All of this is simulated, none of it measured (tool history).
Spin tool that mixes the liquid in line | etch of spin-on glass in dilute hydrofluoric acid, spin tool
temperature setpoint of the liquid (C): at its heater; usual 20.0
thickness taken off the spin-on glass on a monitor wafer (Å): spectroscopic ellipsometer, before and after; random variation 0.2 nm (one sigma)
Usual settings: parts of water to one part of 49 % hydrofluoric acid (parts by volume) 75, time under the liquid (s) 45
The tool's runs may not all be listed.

run   hour  temperature setpoint of the liquid (C)  parts of water to one part of 49 % hydrofluoric acid (parts by volume)  time under the liquid (s)  read-back film thickness of the spin-on glass reference wafer, read on the same gauge (nm)  thickness taken off the spin-on glass on a monitor wafer (Å)
  1    0.0                                    18.5                                                                      75                         65                                                                                       29.99                                                         278.6
  2   66.7                                    18.5                                                                      75                         65                                                                                       30.02                                                         276.7
  3  104.2                                    20.0                                                                      75                         65                                                                                       30.02                                                         287.0
  4  147.7                                    20.0                                                                      75                         65                                                                                       30.01                                                         290.4
  5  189.8                                    20.0                                                                      75                         65                                                                                       29.96                                                         284.9
  6  258.2                                    20.0                                                                      75                         45                                                                                       30.01                                                         194.5
     265.1  -- gauge calibrated
  7  315.2                                    20.0                                                                      75                         45                                                                                       29.97                                                         195.3
     341.4  -- hydrofluoric acid flow meter replaced
  8  369.1                                    20.0                                                                      75                         45                                                                                       30.03                                                         189.9
  9  398.4                                    22.0                                                                      45                         65                                                                                       29.96                                                         522.4
     458.4  -- thermometer replaced
 10  458.9                                    20.0                                                                      75                         65                                                                                       29.98                                                         305.0
 11  489.1                                    20.0                                                                      45                         45                                                                                       30.03                                                         367.2
 12  519.6                                    24.5                                                                      75                         45                                                                                       30.00                                                         254.1

The next listed run, before its measurement:
 13  590.4                                    20.0                                                                      45                         25                                                                                           ?                                                             ?

read-back film thickness of the spin-on glass reference wafer, read on the same gauge (nm): 29.96
thickness taken off the spin-on glass on a monitor wafer (Å): 196.5
Without the tool's hidden state the same run would have given thickness taken off the spin-on glass on a monitor wafer (Å) 200.9.
